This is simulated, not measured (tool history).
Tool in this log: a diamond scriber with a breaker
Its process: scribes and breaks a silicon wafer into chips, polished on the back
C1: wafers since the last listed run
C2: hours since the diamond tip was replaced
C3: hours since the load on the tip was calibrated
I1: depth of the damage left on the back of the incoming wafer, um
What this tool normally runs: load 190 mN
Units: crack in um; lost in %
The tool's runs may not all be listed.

run 1 hour=0 | load=190 | C1=0 C2=366.8 C3=885.8 | I1=0.02 | crack=12 lost=3.73
run 2 hour=7.7 | load=190 | C1=34 C2=374.5 C3=893.5 | I1=0.03 | crack=12.01 lost=3.71
run 3 hour=19.1 | load=209 | C1=51 C2=385.9 C3=904.9 | I1=0.03 | crack=13.24 lost=1.58
run 4 hour=29.7 | load=209 | C1=47 C2=396.5 C3=915.5 | I1=0.05 | crack=13.69 lost=1.67
run 5 hour=37 | load=209 | C1=32 C2=403.8 C3=922.8 | I1=0.04 | crack=13.35 lost=1.69
run 6 hour=44.4 | load=222 | C1=33 C2=411.2 C3=930.2 | I1=0.01 | crack=14.06 lost=1.57
run 7 hour=53.3 | load=202 | C1=40 C2=420.1 C3=939.1 | I1=0.02 | crack=12.92 lost=2.21
run 8 hour=68.9 | load=202 | C1=70 C2=435.7 C3=954.7 | I1=0.02 | crack=12.81 lost=2.47
run 9 hour=77.7 | load=202 | C1=39 C2=444.5 C3=963.5 | I1=0.04 | crack=12.67 lost=2.45
run 10 hour=89.1 | load=226 | C1=51 C2=455.9 C3=974.9 | I1=0.05 | crack=14.26 lost=1.78
run 11 hour=137.9 | load=242 | C1=220 C2=504.7 C3=1023.7 | I1=0.01 | crack=14.95 lost=2.64
run 12 hour=149.1 | load=219 | C1=50 C2=515.9 C3=1034.9 | I1=0.03 | crack=13.3 lost=1.57
-- hour=167.1 diamond tip replaced by a new one
run 13 hour=167.6 | load=236 | C1=74 C2=0.5 C3=1053.4 | I1=0.03 | crack=16.92 lost=9.28
-- hour=189.4 load on the tip recalibrated
run 14 hour=207.6 | load=190 | C1=171 C2=40.5 C3=18.2 | I1=0.03 | crack=13.34 lost=1.53
run 15 hour=222.7 | load=190 | C1=68 C2=55.6 C3=33.3 | I1=0.03 | crack=13.61 lost=1.53
run 16 hour=260.1 | load=168 | C1=168 C2=93 C3=70.7 | I1=0.05 | crack=11.52 lost=5.85
run 17 hour=270.3 | load=170 | C1=46 C2=103.2 C3=80.9 | I1=0.03 | crack=11.75 lost=5.33
run 18 hour=276.4 | load=190 | C1=27 C2=109.3 C3=87 | I1=0.02 | crack=13.29 lost=1.68
run 19 hour=283.4 | load=214 | C1=31 C2=116.3 C3=94 | I1=0.04 | crack=14.82 lost=2.78
run 20 hour=299.2 | load=143 | C1=71 C2=132.1 C3=109.8 | I1=0.03 | crack=9.34 lost=21.24

Below, each run's measurement less what the same run would have read without the hidden state. Both values contain the same run-to-run variation, but the gauge's scatter may not be the same in both:
The tool's hidden condition here consists of: share of the diamond tip's cutting effectiveness lost through wear, %; deviation of the load on the tip from its setpoint, %.
run=1 crack=-1.48 lost=+2.25
run=2 crack=-1.51 lost=+2.27
run=3 crack=-1.71 lost=-1.5
run=4 crack=-1.82 lost=-1.51
run=5 crack=-1.81 lost=-1.5
run=6 crack=-1.93 lost=-3.82
run=7 crack=-1.82 lost=+0.11
run=8 crack=-1.87 lost=+0.24
run=9 crack=-1.89 lost=+0.29
run=10 crack=-2.18 lost=-5.18
run=11 crack=-2.55 lost=-8.15
run=12 crack=-2.32 lost=-3.44
run=13 crack=-0.03 lost=-0.14
run=14 crack=-0.15 lost=+0.03
run=15 crack=-0.22 lost=+0.04
run=16 crack=-0.29 lost=+1.22
run=17 crack=-0.33 lost=+1.25
run=18 crack=-0.4 lost=+0.15
run=19 crack=-0.47 lost=-1.05
run=20 crack=-0.33 lost=+3.27

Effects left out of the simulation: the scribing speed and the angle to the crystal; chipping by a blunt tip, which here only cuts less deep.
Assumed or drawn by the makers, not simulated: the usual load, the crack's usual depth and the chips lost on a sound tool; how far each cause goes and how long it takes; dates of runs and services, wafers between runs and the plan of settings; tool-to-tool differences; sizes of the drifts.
